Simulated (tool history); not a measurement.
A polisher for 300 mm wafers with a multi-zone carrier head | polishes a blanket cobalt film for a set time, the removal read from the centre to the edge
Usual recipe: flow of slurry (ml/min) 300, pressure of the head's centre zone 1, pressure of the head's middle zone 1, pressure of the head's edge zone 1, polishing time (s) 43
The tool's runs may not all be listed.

| run | day | flow of slurry (ml/min) | pressure of the head's centre zone | pressure of the head's middle zone | pressure of the head's edge zone | polishing time (s) | wafers since the last listed run | wafers polished on this pad | hours since the slurry nozzle was cleaned | hours since the centre zone pressure was calibrated | hours since the edge zone pressure was calibrated | hours since the carrier head's membrane was replaced | incoming thickness of the incoming film, nm | film removed at the wafer's centre (Å) | film removed at mid-radius (Å) | film removed at the wafer's edge (Å) |
|---|---|---|---|---|---|---|---|---|---|---|---|---|---|---|---|---|
| 1 | 0 | 300 | 1 | 1 | 1 | 43 | 0 | 498 | 115.6 | 196.2 | 399.1 | 1618.6 | 1451.9 | 2831 | 2910 | 2851 |
| 2 | 0.304 | 300 | 1 | 1 | 1 | 43 | 67 | 565 | 122.9 | 203.5 | 406.4 | 1625.9 | 1473 | 2805 | 2942 | 2869 |
| 3 | 0.912 | 300 | 1 | 1 | 1 | 43 | 134 | 700 | 137.5 | 218.1 | 421 | 1640.5 | 1453.4 | 2817 | 2927 | 2842 |
| 4 | 1.3 | 300 | 1 | 1 | 1 | 43 | 85 | 786 | 146.8 | 227.4 | 430.3 | 1649.8 | 1456.9 | 2784 | 2898 | 2796 |
| 5 | 1.779 | 300 | 1 | 1 | 1 | 43 | 106 | 893 | 158.3 | 238.9 | 441.8 | 1661.3 | 1468.2 | 2757 | 2964 | 2780 |
|  | 2.075 | worn pad replaced by a new one |
| 6 | 2.133 | 300 | 1.08 | 1 | 1 | 43 | 41 | 12 | 166.8 | 247.4 | 450.3 | 1669.8 | 1475.9 | 3182 | 3088 | 2971 |
| 7 | 2.688 | 300 | 1.08 | 1 | 1 | 43 | 122 | 135 | 180.1 | 260.7 | 463.6 | 1683.1 | 1450.8 | 3193 | 3111 | 2934 |
| 8 | 3.358 | 300 | 1 | 1 | 1 | 43 | 148 | 284 | 196.2 | 276.8 | 479.7 | 1699.2 | 1461.8 | 2896 | 3115 | 2949 |
|  | 3.479 | slurry nozzle cleaned |
| 9 | 3.654 | 300 | 1.09 | 1.11 | 1.05 | 30 | 56 | 340 | 4.2 | 283.9 | 486.8 | 1706.3 | 1464.4 | 2178 | 2303 | 2099 |
|  | 3.95 | edge zone pressure recalibrated |
|  | 4.529 | centre zone pressure recalibrated |
| 10 | 5.696 | 300 | 1 | 1 | 1 | 51 | 415 | 756 | 53.2 | 28 | 41.9 | 1755.3 | 1454.7 | 3443 | 3490 | 3363 |
|  | 6.083 | worn pad replaced by a new one |
|  | 6.312 | carrier head's membrane replaced by a new one |
| 11 | 6.6 | 300 | 1.08 | 1 | 1 | 43 | 117 | 67 | 74.9 | 49.7 | 63.6 | 6.9 | 1472.6 | 3258 | 3007 | 2978 |
| 12 | 7.021 | 205 | 1 | 1.1 | 1 | 43 | 93 | 161 | 85 | 59.8 | 73.7 | 17 | 1441.2 | 2933 | 3240 | 2916 |
| 13 | 7.538 | 375 | 1 | 1 | 1 | 43 | 114 | 275 | 97.4 | 72.2 | 86.1 | 29.4 | 1461.6 | 3067 | 3076 | 2965 |
| 14 | 8.067 | 390 | 0.96 | 1.03 | 0.95 | 43 | 117 | 393 | 110.1 | 84.9 | 98.8 | 42.1 | 1463.5 | 2898 | 3175 | 2837 |

Here are 5 independent what-if runs from the current tool condition. What would each one return?
| A | 8.083 | 300 | 1 | 1 | 1 | 43 | 3 | 396 | 110.5 | 85.3 | 99.2 | 42.5 | 1461.3 | ? | ? | ? |
| B | 8.083 | 300 | 0.97 | 1 | 0.96 | 43 | 3 | 396 | 110.5 | 85.3 | 99.2 | 42.5 | 1461.3 | ? | ? | ? |
| C | 8.083 | 300 | 0.94 | 1.11 | 1.07 | 56 | 3 | 396 | 110.5 | 85.3 | 99.2 | 42.5 | 1461.3 | ? | ? | ? |
| D | 8.083 | 300 | 1 | 0.91 | 1 | 43 | 3 | 396 | 110.5 | 85.3 | 99.2 | 42.5 | 1461.3 | ? | ? | ? |
| E | 8.083 | 300 | 1.05 | 1 | 1 | 34 | 3 | 396 | 110.5 | 85.3 | 99.2 | 42.5 | 1461.3 | ? | ? | ? |

| run | film removed at the wafer's centre (Å) | film removed at mid-radius (Å) | film removed at the wafer's edge (Å) |
|---|---|---|---|
| A | 2961 | 3043 | 2931 |
| B | 2872 | 3044 | 2874 |
| C | 3626 | 4332 | 3940 |
| D | 2960 | 2812 | 2935 |
| E | 2460 | 2405 | 2318 |
Without the tool's hidden state the same runs would have given:
| run | film removed at the wafer's centre (Å) | film removed at mid-radius (Å) | film removed at the wafer's edge (Å) |
|---|---|---|---|
| A | 3157 | 3140 | 3025 |
| B | 3062 | 3140 | 2966 |
| C | 3866 | 4469 | 4066 |
| D | 3155 | 2901 | 3028 |
| E | 2622 | 2482 | 2392 |

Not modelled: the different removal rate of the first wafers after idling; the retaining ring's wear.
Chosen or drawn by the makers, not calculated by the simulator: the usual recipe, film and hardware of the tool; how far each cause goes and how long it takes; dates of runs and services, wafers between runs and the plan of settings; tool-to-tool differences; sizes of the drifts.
